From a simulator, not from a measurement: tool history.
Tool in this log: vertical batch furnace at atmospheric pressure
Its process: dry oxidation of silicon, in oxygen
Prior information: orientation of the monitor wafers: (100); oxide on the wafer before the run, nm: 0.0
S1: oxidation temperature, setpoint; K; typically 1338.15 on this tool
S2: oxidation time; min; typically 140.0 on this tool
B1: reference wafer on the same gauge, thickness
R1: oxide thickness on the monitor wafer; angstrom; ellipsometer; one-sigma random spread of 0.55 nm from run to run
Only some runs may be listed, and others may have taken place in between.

Run 1, hour 0.0: usual settings; B1 140.12. Result: R1 1632.5 angstrom.
Run 2, hour 58.4: usual settings; B1 140.02. Result: R1 1622.0 angstrom.
Run 3, hour 128.6: usual settings; B1 139.98. Result: R1 1628.4 angstrom.
Run 4, hour 181.8: usual settings; B1 140.04. Result: R1 1631.0 angstrom.
Run 5, hour 218.8: usual settings; B1 140.02. Result: R1 1628.3 angstrom.
Run 6, hour 246.5: usual settings; B1 140.03. Result: R1 1624.6 angstrom.
Run 7, hour 316.3: usual settings; B1 140.04. Result: R1 1636.4 angstrom.
Run 8, hour 365.9: usual settings but S1 1348.15 K, S2 157.5 min; B1 139.99. Result: R1 1890.6 angstrom.
Run 9, hour 430.8: usual settings but S1 1348.15 K, S2 157.5 min; B1 140.00. Result: R1 1890.5 angstrom.
Run 10, hour 498.9: usual settings; B1 140.00. Result: R1 1626.9 angstrom.
At hour 542.7: gauge calibrated.
Run 11, hour 548.9: usual settings; B1 140.04. Result: R1 1639.7 angstrom.
Run 12, hour 619.2: usual settings; B1 140.09. Result: R1 1634.9 angstrom.
Run 13, hour 689.0: usual settings but S2 183.5 min; B1 140.01. Result: R1 1948.2 angstrom.
At hour 724.7: thermocouples replaced and temperature profile calibrated.
Run 14, hour 730.2: usual settings but S2 183.5 min; B1 139.87. Result: R1 1880.6 angstrom.
Run 15, hour 826.0: usual settings; B1 140.03. Result: R1 1581.3 angstrom.
Run 16, hour 875.7: usual settings; B1 139.97. Result: R1 1581.1 angstrom.
Run 17, hour 904.1: usual settings; B1 139.97. Result: R1 1582.0 angstrom.
Run 18, hour 933.6: usual settings; B1 140.00. Result: R1 1572.5 angstrom.
Run 19, hour 957.7: usual settings but S1 1324.15 K, S2 181.5 min; B1 139.93. Result: R1 1672.7 angstrom.
Run 20, hour 1026.0: usual settings but S1 1329.15 K, S2 159.0 min; B1 139.99. Result: R1 1602.4 angstrom.
Run 21, hour 1094.8: usual settings; B1 140.04. Result: R1 1576.1 angstrom.
At hour 1147.6: boat lift adjusted.
Run 22, hour 1163.0: usual settings but S1 1317.15 K, S2 183.0 min; B1 140.04. Result: R1 1604.9 angstrom.
Run 23, hour 1206.2: usual settings but S1 1357.15 K, S2 196.5 min; B1 139.98. Result: R1 2228.3 angstrom.
Run 24, hour 1265.4: usual settings but S1 1345.15 K, S2 162.0 min; B1 139.97. Result: R1 1806.8 angstrom.
Run 25, hour 1325.4: usual settings but S2 204.0 min; B1 140.03. Result: R1 2008.9 angstrom.
Run 26, hour 1358.8: usual settings but S1 1316.15 K, S2 121.0 min; B1 140.00. Result: R1 1210.7 angstrom.
Run 27, hour 1387.5: usual settings; B1 140.01. Result: R1 1581.5 angstrom.
Run 28, hour 1417.9: usual settings but S1 1324.15 K, S2 84.0 min; B1 140.06. Result: R1 1015.7 angstrom.
Run 29, hour 1496.5: usual settings but S2 204.0 min; B1 139.96. Result: R1 1994.3 angstrom.
Run 30, hour 1526.0: usual settings but S1 1321.15 K, S2 181.5 min; B1 139.98. Result: R1 1650.5 angstrom.
Run 31, hour 1552.3: usual settings but S1 1359.15 K; B1 140.15. Result: R1 1845.5 angstrom.
Run 32, hour 1601.1: usual settings but S1 1314.15 K, S2 207.5 min; B1 139.96. Result: R1 1698.2 angstrom.
At hour 1601.9: gauge calibrated.
Run 33, hour 1642.0: usual settings but S2 99.5 min; B1 139.90. Result: R1 1268.7 angstrom.
Run 34, hour 1685.1: usual settings but S1 1357.15 K, S2 80.5 min; B1 139.95. Result: R1 1282.8 angstrom.
Run 35, hour 1739.2: usual settings; B1 139.97. Result: R1 1582.9 angstrom.
Run 36, hour 1776.8: usual settings but S1 1330.15 K; B1 140.00. Result: R1 1493.9 angstrom.
Run 37, hour 1812.9: usual settings; B1 140.02. Result: R1 1578.7 angstrom.
Run 38, hour 1878.7: usual settings but S1 1329.15 K, S2 175.0 min; B1 139.91. Result: R1 1706.8 angstrom.
Run 39, hour 1939.3: usual settings but S1 1319.15 K, S2 120.5 min; B1 140.03. Result: R1 1232.2 angstrom.
Run 40, hour 1996.8: usual settings; B1 139.96. Result: R1 1579.4 angstrom.

For some of the steps in R1 from one run to the next: how much would appear even if the tool had no hidden state, given the settings, what came in and random variation, and how much remains for the hidden state plus any gauge scatter that the measured result and the result without hidden state don't share?
The tool's hidden condition here consists of: true tube temperature minus thermocouple reading, K; monitor wafer colder than the profiled boat position, K; gauge reads high (%).
Run 7 -> 8: S1 1338.15 -> 1348.15, S2 140.0 -> 157.5. R1 +254.2 angstrom: hidden state +6.8, all else +247.4.
Run 12 -> 13: S2 140.0 -> 183.5. R1 +313.3 angstrom: hidden state +11.2, all else +302.1.
Run 13 -> 14: thermocouples replaced and temperature profile calibrated. R1 -67.6 angstrom: hidden state -68.8, all else +1.2.
Run 22 -> 23: S1 1317.15 -> 1357.15, S2 183.0 -> 196.5. R1 +623.4 angstrom: hidden state +0.9, all else +622.5.
Run 25 -> 26: S1 1338.15 -> 1316.15, S2 204.0 -> 121.0. R1 -798.2 angstrom: hidden state -1.2, all else -797.0.
Run 28 -> 29: S1 1324.15 -> 1338.15, S2 84.0 -> 204.0. R1 +978.6 angstrom: hidden state +2.2, all else +976.4.

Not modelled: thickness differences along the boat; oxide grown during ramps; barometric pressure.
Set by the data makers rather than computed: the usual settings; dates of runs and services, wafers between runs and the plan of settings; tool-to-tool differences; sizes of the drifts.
